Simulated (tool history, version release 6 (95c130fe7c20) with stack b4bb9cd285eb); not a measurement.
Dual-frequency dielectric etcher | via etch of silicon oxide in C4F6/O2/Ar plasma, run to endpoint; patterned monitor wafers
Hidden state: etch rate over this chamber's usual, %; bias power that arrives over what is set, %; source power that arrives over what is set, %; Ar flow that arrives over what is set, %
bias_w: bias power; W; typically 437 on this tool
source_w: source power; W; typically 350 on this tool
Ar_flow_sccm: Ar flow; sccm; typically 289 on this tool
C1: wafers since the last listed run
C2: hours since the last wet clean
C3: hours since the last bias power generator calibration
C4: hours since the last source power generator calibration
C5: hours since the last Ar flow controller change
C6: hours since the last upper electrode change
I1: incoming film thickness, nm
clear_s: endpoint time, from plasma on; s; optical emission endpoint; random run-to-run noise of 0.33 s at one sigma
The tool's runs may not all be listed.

run 1 hour=0.0 | bias_w=437 source_w=350 Ar_flow_sccm=289 | C1=0 C2=374.7 C3=2866.3 C4=5.1 C5=2085.6 C6=3991.6 | I1=179.7 | clear_s=46.6
-- hour=16.8 bias power generator calibrated
run 2 hour=17.3 | bias_w=437 source_w=350 Ar_flow_sccm=289 | C1=244 C2=392.0 C3=0.5 C4=22.4 C5=2102.9 C6=4008.9 | I1=179.5 | clear_s=46.3
run 3 hour=27.9 | bias_w=437 source_w=350 Ar_flow_sccm=289 | C1=194 C2=402.6 C3=11.1 C4=33.0 C5=2113.5 C6=4019.5 | I1=179.5 | clear_s=47.0
run 4 hour=36.0 | bias_w=437 source_w=350 Ar_flow_sccm=289 | C1=148 C2=410.7 C3=19.2 C4=41.1 C5=2121.6 C6=4027.6 | I1=179.1 | clear_s=46.7
run 5 hour=46.8 | bias_w=437 source_w=350 Ar_flow_sccm=289 | C1=198 C2=421.5 C3=30.0 C4=51.9 C5=2132.4 C6=4038.4 | I1=178.1 | clear_s=46.1
run 6 hour=64.7 | bias_w=437 source_w=350 Ar_flow_sccm=289 | C1=328 C2=439.4 C3=47.9 C4=69.8 C5=2150.3 C6=4056.3 | I1=179.1 | clear_s=46.2
run 7 hour=74.6 | bias_w=437 source_w=350 Ar_flow_sccm=289 | C1=181 C2=449.3 C3=57.8 C4=79.7 C5=2160.2 C6=4066.2 | I1=177.9 | clear_s=45.8
run 8 hour=83.0 | bias_w=437 source_w=400 Ar_flow_sccm=324 | C1=154 C2=457.7 C3=66.2 C4=88.1 C5=2168.6 C6=4074.6 | I1=177.4 | clear_s=43.4
run 9 hour=89.1 | bias_w=437 source_w=350 Ar_flow_sccm=289 | C1=112 C2=463.8 C3=72.3 C4=94.2 C5=2174.7 C6=4080.7 | I1=180.3 | clear_s=47.1
run 10 hour=104.6 | bias_w=500 source_w=350 Ar_flow_sccm=289 | C1=284 C2=479.3 C3=87.8 C4=109.7 C5=2190.2 C6=4096.2 | I1=178.6 | clear_s=44.8
run 11 hour=119.2 | bias_w=504 source_w=280 Ar_flow_sccm=234 | C1=268 C2=493.9 C3=102.4 C4=124.3 C5=2204.8 C6=4110.8 | I1=178.6 | clear_s=50.1
run 12 hour=133.3 | bias_w=512 source_w=260 Ar_flow_sccm=289 | C1=259 C2=508.0 C3=116.5 C4=138.4 C5=2218.9 C6=4124.9 | I1=177.8 | clear_s=53.7
run 13 hour=150.7 | bias_w=437 source_w=350 Ar_flow_sccm=289 | C1=319 C2=525.4 C3=133.9 C4=155.8 C5=2236.3 C6=4142.3 | I1=177.4 | clear_s=47.0
-- hour=156.7 Ar flow controller replaced
run 14 hour=165.4 | bias_w=367 source_w=350 Ar_flow_sccm=351 | C1=159 C2=540.1 C3=148.6 C4=170.5 C5=8.7 C6=4157.0 | I1=177.8 | clear_s=51.3
run 15 hour=179.3 | bias_w=330 source_w=440 Ar_flow_sccm=358 | C1=255 C2=554.0 C3=162.5 C4=184.4 C5=22.6 C6=4170.9 | I1=180.3 | clear_s=47.1
run 16 hour=186.9 | bias_w=396 source_w=350 Ar_flow_sccm=359 | C1=139 C2=561.6 C3=170.1 C4=192.0 C5=30.2 C6=4178.5 | I1=180.6 | clear_s=50.3
-- hour=211.5 upper electrode replaced
-- hour=211.8 wet clean of the chamber
run 17 hour=212.3 | bias_w=437 source_w=350 Ar_flow_sccm=289 | C1=19 C2=0.5 C3=195.5 C4=217.4 C5=55.6 C6=0.8 | I1=180.3 | clear_s=45.3
run 18 hour=212.6 | bias_w=437 source_w=350 Ar_flow_sccm=289 | C1=5 C2=0.8 C3=195.8 C4=217.7 C5=55.9 C6=1.1 | I1=177.6 | clear_s=44.2
run 19 hour=224.8 | bias_w=437 source_w=350 Ar_flow_sccm=289 | C1=224 C2=13.0 C3=208.0 C4=229.9 C5=68.1 C6=13.3 | I1=179.0 | clear_s=44.7
run 20 hour=240.5 | bias_w=437 source_w=350 Ar_flow_sccm=289 | C1=288 C2=28.7 C3=223.7 C4=245.6 C5=83.8 C6=29.0 | I1=178.3 | clear_s=45.0

What does the tool deliver on the next run?
run 21 hour=257.4 | bias_w=336 source_w=320 Ar_flow_sccm=289 | C1=310 C2=45.6 C3=240.6 C4=262.5 C5=100.7 C6=45.9 | I1=179.6 | clear_s=?

Run 21 came out at clear_s 51.8 s.
Had the tool carried no hidden state, the very same run would have given clear_s 51.2 s.
